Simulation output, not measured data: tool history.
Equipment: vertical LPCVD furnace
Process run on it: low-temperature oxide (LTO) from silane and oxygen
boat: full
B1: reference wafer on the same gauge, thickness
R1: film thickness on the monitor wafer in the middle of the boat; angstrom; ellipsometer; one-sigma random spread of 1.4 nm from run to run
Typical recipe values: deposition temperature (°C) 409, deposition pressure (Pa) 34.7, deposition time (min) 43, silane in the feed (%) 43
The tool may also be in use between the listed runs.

Run 1, hour 0: usual settings; B1 468.18. Result: R1 5165.7 angstrom.
Run 2, hour 31.7: usual settings but deposition pressure (Pa) 32, deposition time (min) 52; B1 468.04. Result: R1 5740.1 angstrom.
Run 3, hour 65.4: usual settings but deposition pressure (Pa) 32, deposition time (min) 52; B1 468.03. Result: R1 5755.8 angstrom.
Run 4, hour 99.5: usual settings; B1 468.15. Result: R1 5159.8 angstrom.
Run 5, hour 112.4: usual settings; B1 468.35. Result: R1 5181.3 angstrom.
Run 6, hour 125.9: usual settings; B1 468.08. Result: R1 5176 angstrom.
Run 7, hour 152.1: usual settings but deposition temperature (°C) 417, deposition pressure (Pa) 31.3; B1 468.12. Result: R1 5048.3 angstrom.
Run 8, hour 187.7: usual settings; B1 467.62. Result: R1 5168.8 angstrom.
At hour 213.3: thermocouples replaced and temperature profile calibrated.
Run 9, hour 213.8: usual settings; B1 468.06. Result: R1 5172.4 angstrom.
Run 10, hour 235.1: usual settings; B1 468. Result: R1 5191.4 angstrom.
At hour 262.5: silane flow controller replaced.
At hour 264.6: gauge calibrated.
Run 11, hour 300: usual settings; B1 468.03. Result: R1 5142 angstrom.
At hour 333.3: pressure gauge zeroed.
Run 12, hour 333.8: usual settings; B1 468.12. Result: R1 5375.2 angstrom.
Run 13, hour 346.2: usual settings but deposition temperature (°C) 415, deposition pressure (Pa) 42, deposition time (min) 53.5, silane in the feed (%) 50; B1 468. Result: R1 9837.7 angstrom.
Run 14, hour 359: usual settings; B1 467.87. Result: R1 5324.7 angstrom.
Run 15, hour 392.6: usual settings but deposition temperature (°C) 421; B1 468.29. Result: R1 6018.5 angstrom.
Run 16, hour 417.7: usual settings but deposition pressure (Pa) 32; B1 467.91. Result: R1 4914.2 angstrom.
Run 17, hour 433.5: usual settings but deposition pressure (Pa) 40, deposition time (min) 58; B1 467.94. Result: R1 8293 angstrom.
Run 18, hour 461.3: usual settings but deposition time (min) 47.5; B1 468.01. Result: R1 5881.2 angstrom.
Run 19, hour 480.3: usual settings but deposition temperature (°C) 397; B1 468.36. Result: R1 4655.6 angstrom.
Run 20, hour 498: usual settings but deposition temperature (°C) 401, deposition pressure (Pa) 27.3, deposition time (min) 34.5, silane in the feed (%) 37; B1 468. Result: R1 2577.5 angstrom.
Run 21, hour 518.5: usual settings; B1 467.92. Result: R1 5291.1 angstrom.
Run 22, hour 531.3: usual settings but deposition pressure (Pa) 42; B1 467.83. Result: R1 6418.3 angstrom.
Run 23, hour 566.8: usual settings; B1 467.7. Result: R1 5266.6 angstrom.
Run 24, hour 594.2: usual settings; B1 467.99. Result: R1 5240 angstrom.
Run 25, hour 627: usual settings but deposition pressure (Pa) 40; B1 468. Result: R1 6116.7 angstrom.

Alternative continuations, all from the tool just after run 25; predict every row:
Run A, hour 630.8: usual settings; B1 ?. Result: R1 ?.
Run B, hour 630.8: usual settings but deposition pressure (Pa) 27.3, deposition time (min) 51; B1 ?. Result: R1 ?.
Run C, hour 630.8: usual settings but deposition temperature (°C) 403, deposition time (min) 55, silane in the feed (%) 36; B1 ?. Result: R1 ?.

run      B1      R1
  A  467.76  5271.3
  B  467.76  4910.5
  C  467.76  5117.1
The same runs, with their run-to-run variation unchanged, on a tool lacking any hidden condition would have given:
run      R1
  A  5347.3
  B  5000.5
  C  5190.8
